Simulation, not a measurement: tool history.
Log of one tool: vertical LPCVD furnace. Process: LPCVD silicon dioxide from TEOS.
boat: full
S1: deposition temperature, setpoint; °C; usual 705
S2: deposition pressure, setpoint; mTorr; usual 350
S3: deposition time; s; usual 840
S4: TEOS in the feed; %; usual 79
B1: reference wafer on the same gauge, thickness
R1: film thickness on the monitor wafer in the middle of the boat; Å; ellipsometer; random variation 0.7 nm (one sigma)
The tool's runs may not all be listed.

Run 1, hour 0: usual settings; B1 155.95. Result: R1 1376.3 Å.
Run 2, hour 65.2: usual settings; B1 155.86. Result: R1 1385.6 Å.
Run 3, hour 100.9: usual settings; B1 156.14. Result: R1 1399.1 Å.
Run 4, hour 153.2: usual settings but S4 76 %; B1 156.53. Result: R1 1366.6 Å.
Run 5, hour 180.3: usual settings; B1 155.97. Result: R1 1395 Å.
Run 6, hour 252.2: usual settings; B1 156.22. Result: R1 1399.7 Å.
At hour 252.4: gauge calibrated.
Run 7, hour 322.8: usual settings; B1 156.1. Result: R1 1387.4 Å.
Run 8, hour 382.9: usual settings; B1 156.07. Result: R1 1401.3 Å.
Run 9, hour 441.7: usual settings but S1 696 °C, S2 305 mTorr, S3 990 s, S4 83 %; B1 155.75. Result: R1 1276.1 Å.
Run 10, hour 492.7: usual settings but S2 270 mTorr, S4 75 %; B1 155.71. Result: R1 1190.8 Å.
At hour 528.3: pressure gauge zeroed.
At hour 532.5: thermocouples replaced and temperature profile calibrated.
Run 11, hour 546.1: usual settings but S1 715 °C, S4 87 %; B1 155.96. Result: R1 1832 Å.
Run 12, hour 590.8: usual settings but S2 415 mTorr; B1 156.2. Result: R1 1525.6 Å.
At hour 647.8: TEOS flow controller replaced.
Run 13, hour 648.3: usual settings but S2 420 mTorr, S3 570 s; B1 156.04. Result: R1 1031.1 Å.
Run 14, hour 674.6: usual settings but S1 696 °C, S2 420 mTorr, S3 720 s, S4 72 %; B1 155.89. Result: R1 1016.2 Å.
At hour 694.8: gauge calibrated.
Run 15, hour 707.8: usual settings but S3 600 s; B1 156.06. Result: R1 986.1 Å.
Run 16, hour 776.2: usual settings; B1 156.17. Result: R1 1396.9 Å.
Run 17, hour 830.3: usual settings but S3 1080 s; B1 155.87. Result: R1 1799.8 Å.

Forecast each of these 3 alternatives for the next run:
Run A, hour 834.1: usual settings but S3 540 s; B1 ?. Result: R1 ?.
Run B, hour 834.1: usual settings but S1 708 °C, S2 270 mTorr, S3 630 s, S4 67 %; B1 ?. Result: R1 ?.
Run C, hour 834.1: usual settings but S2 410 mTorr, S4 89 %; B1 ?. Result: R1 ?.

run      B1      R1
  A  156.23     895
  B  156.23   904.8
  C  156.23  1599.4
Without the tool's hidden state the same runs would have given:
run      R1
  A     895
  B   904.8
  C  1599.4

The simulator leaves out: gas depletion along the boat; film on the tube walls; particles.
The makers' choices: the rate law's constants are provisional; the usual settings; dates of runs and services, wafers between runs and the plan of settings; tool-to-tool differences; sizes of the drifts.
